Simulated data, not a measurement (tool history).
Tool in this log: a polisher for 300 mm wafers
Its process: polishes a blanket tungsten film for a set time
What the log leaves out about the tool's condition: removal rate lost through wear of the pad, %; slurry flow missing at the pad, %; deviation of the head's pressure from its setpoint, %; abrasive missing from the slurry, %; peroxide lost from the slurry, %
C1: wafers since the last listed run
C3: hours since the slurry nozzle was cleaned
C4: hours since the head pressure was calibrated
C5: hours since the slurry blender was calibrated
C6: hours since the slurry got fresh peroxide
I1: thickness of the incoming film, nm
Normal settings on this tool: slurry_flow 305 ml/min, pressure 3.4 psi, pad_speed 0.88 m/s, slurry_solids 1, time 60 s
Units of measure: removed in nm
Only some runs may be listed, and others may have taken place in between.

run 1 hour=0 | slurry_flow=245 pressure=3.4 pad_speed=0.82 slurry_solids=1 time=60 | C1=0 wafers_polished_on_this_pad=989 C3=227.9 C4=657.4 C5=108.2 C6=132.5 | I1=631 | removed=188.4
-- hour=23.6 worn pad replaced by a new one
run 2 hour=24.1 | slurry_flow=245 pressure=3.4 pad_speed=0.82 slurry_solids=1 time=60 | C1=218 wafers_polished_on_this_pad=5 C3=252 C4=681.5 C5=132.3 C6=156.6 | I1=632.1 | removed=190.4
-- hour=36.6 slurry nozzle cleaned
run 3 hour=39.8 | slurry_flow=305 pressure=3.4 pad_speed=0.88 slurry_solids=1 time=60 | C1=159 wafers_polished_on_this_pad=165 C3=3.2 C4=697.2 C5=148 C6=172.3 | I1=630.3 | removed=202.5
-- hour=48.4 slurry tank refilled with fresh slurry and peroxide
run 4 hour=73.3 | slurry_flow=305 pressure=3.4 pad_speed=0.88 slurry_solids=1 time=60 | C1=353 wafers_polished_on_this_pad=519 C3=36.7 C4=730.7 C5=181.5 C6=24.9 | I1=635.3 | removed=199.1
-- hour=80.1 slurry blender recalibrated
run 5 hour=101.5 | slurry_flow=305 pressure=3.4 pad_speed=0.88 slurry_solids=1 time=60 | C1=284 wafers_polished_on_this_pad=804 C3=64.9 C4=758.9 C5=21.4 C6=53.1 | I1=640.2 | removed=218.2
-- hour=123.9 worn pad replaced by a new one
run 6 hour=133 | slurry_flow=305 pressure=3.4 pad_speed=0.88 slurry_solids=1 time=60 | C1=299 wafers_polished_on_this_pad=99 C3=96.4 C4=790.4 C5=52.9 C6=84.6 | I1=627.6 | removed=213.4
run 7 hour=165.9 | slurry_flow=305 pressure=3.4 pad_speed=0.88 slurry_solids=1 time=60 | C1=357 wafers_polished_on_this_pad=457 C3=129.3 C4=823.3 C5=85.8 C6=117.5 | I1=631.6 | removed=215.1
run 8 hour=195.5 | slurry_flow=305 pressure=3.4 pad_speed=0.88 slurry_solids=1 time=60 | C1=321 wafers_polished_on_this_pad=779 C3=158.9 C4=852.9 C5=115.4 C6=147.1 | I1=633.1 | removed=212.5
-- hour=218.1 slurry tank refilled with fresh slurry and peroxide
-- hour=221 worn pad replaced by a new one
run 9 hour=224.6 | slurry_flow=305 pressure=3.4 pad_speed=0.88 slurry_solids=1 time=60 | C1=274 wafers_polished_on_this_pad=39 C3=188 C4=882 C5=144.5 C6=6.5 | I1=637.5 | removed=209.1
-- hour=235.5 head pressure recalibrated
run 10 hour=256.7 | slurry_flow=305 pressure=3.4 pad_speed=0.88 slurry_solids=1 time=60 | C1=327 wafers_polished_on_this_pad=366 C3=220.1 C4=21.2 C5=176.6 C6=38.6 | I1=637.2 | removed=205.7
-- hour=277.9 slurry blender recalibrated
run 11 hour=286.6 | slurry_flow=305 pressure=3.4 pad_speed=0.88 slurry_solids=1 time=60 | C1=303 wafers_polished_on_this_pad=669 C3=250 C4=51.1 C5=8.7 C6=68.5 | I1=626.9 | removed=213.3
run 12 hour=314.3 | slurry_flow=225 pressure=3.4 pad_speed=0.74 slurry_solids=1 time=53 | C1=301 wafers_polished_on_this_pad=971 C3=277.7 C4=78.8 C5=36.4 C6=96.2 | I1=630.3 | removed=154.1
-- hour=349 worn pad replaced by a new one, of another model than before
run 13 hour=349.5 | slurry_flow=305 pressure=3.9 pad_speed=0.88 slurry_solids=1 time=60 | C1=339 wafers_polished_on_this_pad=5 C3=312.9 C4=114 C5=71.6 C6=131.4 | I1=639.8 | removed=228
-- hour=356.1 slurry nozzle cleaned
run 14 hour=369.8 | slurry_flow=305 pressure=3.4 pad_speed=0.88 slurry_solids=1 time=48 | C1=209 wafers_polished_on_this_pad=214 C3=13.7 C4=134.3 C5=91.9 C6=151.7 | I1=631.1 | removed=169.3
run 15 hour=400.9 | slurry_flow=305 pressure=3.8 pad_speed=0.88 slurry_solids=1 time=60 | C1=338 wafers_polished_on_this_pad=553 C3=44.8 C4=165.4 C5=123 C6=182.8 | I1=630.9 | removed=224.7
-- hour=412.5 slurry tank refilled with fresh slurry and peroxide
run 16 hour=422.4 | slurry_flow=220 pressure=3.4 pad_speed=0.88 slurry_solids=1 time=73 | C1=222 wafers_polished_on_this_pad=776 C3=66.3 C4=186.9 C5=144.5 C6=9.9 | I1=626.5 | removed=234.1
run 17 hour=440.2 | slurry_flow=305 pressure=3.4 pad_speed=0.66 slurry_solids=1 time=60 | C1=193 wafers_polished_on_this_pad=969 C3=84.1 C4=204.7 C5=162.3 C6=27.7 | I1=634.7 | removed=167.5
-- hour=456.6 worn pad replaced by a new one
run 18 hour=457.9 | slurry_flow=305 pressure=2.6 pad_speed=0.7 slurry_solids=1 time=60 | C1=149 wafers_polished_on_this_pad=13 C3=101.8 C4=222.4 C5=180 C6=45.4 | I1=617.3 | removed=144.9
-- hour=463.8 slurry blender recalibrated
run 19 hour=472 | slurry_flow=305 pressure=3.4 pad_speed=0.88 slurry_solids=0.7 time=60 | C1=131 wafers_polished_on_this_pad=145 C3=115.9 C4=236.5 C5=8.2 C6=59.5 | I1=633.9 | removed=185
run 20 hour=507.1 | slurry_flow=305 pressure=3.4 pad_speed=0.88 slurry_solids=1 time=60 | C1=381 wafers_polished_on_this_pad=526 C3=151 C4=271.6 C5=43.3 C6=94.6 | I1=626.9 | removed=214.5
run 21 hour=541.2 | slurry_flow=350 pressure=3.4 pad_speed=0.66 slurry_solids=1 time=60 | C1=370 wafers_polished_on_this_pad=897 C3=185.1 C4=305.7 C5=77.4 C6=128.7 | I1=640.1 | removed=177.4
run 22 hour=565.5 | slurry_flow=305 pressure=3.4 pad_speed=0.88 slurry_solids=1 time=60 | C1=264 wafers_polished_on_this_pad=1162 C3=209.4 C4=330 C5=101.7 C6=153 | I1=632.9 | removed=212.4

5 ways to go on from here, each from the tool as it stands after run 22. What would each give?
run A hour=565.9 | slurry_flow=305 pressure=3.4 pad_speed=0.88 slurry_solids=1 time=60 | C1=4 wafers_polished_on_this_pad=1166 C3=209.8 C4=330.4 C5=102.1 C6=153.4 | I1=632.1 | removed=?
run B hour=565.9 | slurry_flow=405 pressure=2.7 pad_speed=0.88 slurry_solids=1 time=53 | C1=4 wafers_polished_on_this_pad=1166 C3=209.8 C4=330.4 C5=102.1 C6=153.4 | I1=632.1 | removed=?
run C hour=565.9 | slurry_flow=360 pressure=2.2 pad_speed=0.88 slurry_solids=1 time=60 | C1=4 wafers_polished_on_this_pad=1166 C3=209.8 C4=330.4 C5=102.1 C6=153.4 | I1=632.1 | removed=?
run D hour=565.9 | slurry_flow=370 pressure=3.9 pad_speed=0.88 slurry_solids=1.15 time=42 | C1=4 wafers_polished_on_this_pad=1166 C3=209.8 C4=330.4 C5=102.1 C6=153.4 | I1=632.1 | removed=?
run E hour=565.9 | slurry_flow=355 pressure=3.4 pad_speed=0.88 slurry_solids=0.85 time=60 | C1=4 wafers_polished_on_this_pad=1166 C3=209.8 C4=330.4 C5=102.1 C6=153.4 | I1=632.1 | removed=?

run=A removed=210.4
run=B removed=166.3
run=C removed=166.2
run=D removed=172.9
run=E removed=201.9
Without the tool's unlogged condition, the same runs would have read:
run=A removed=216.2
run=B removed=171
run=C removed=170.8
run=D removed=177.8
run=E removed=207.4
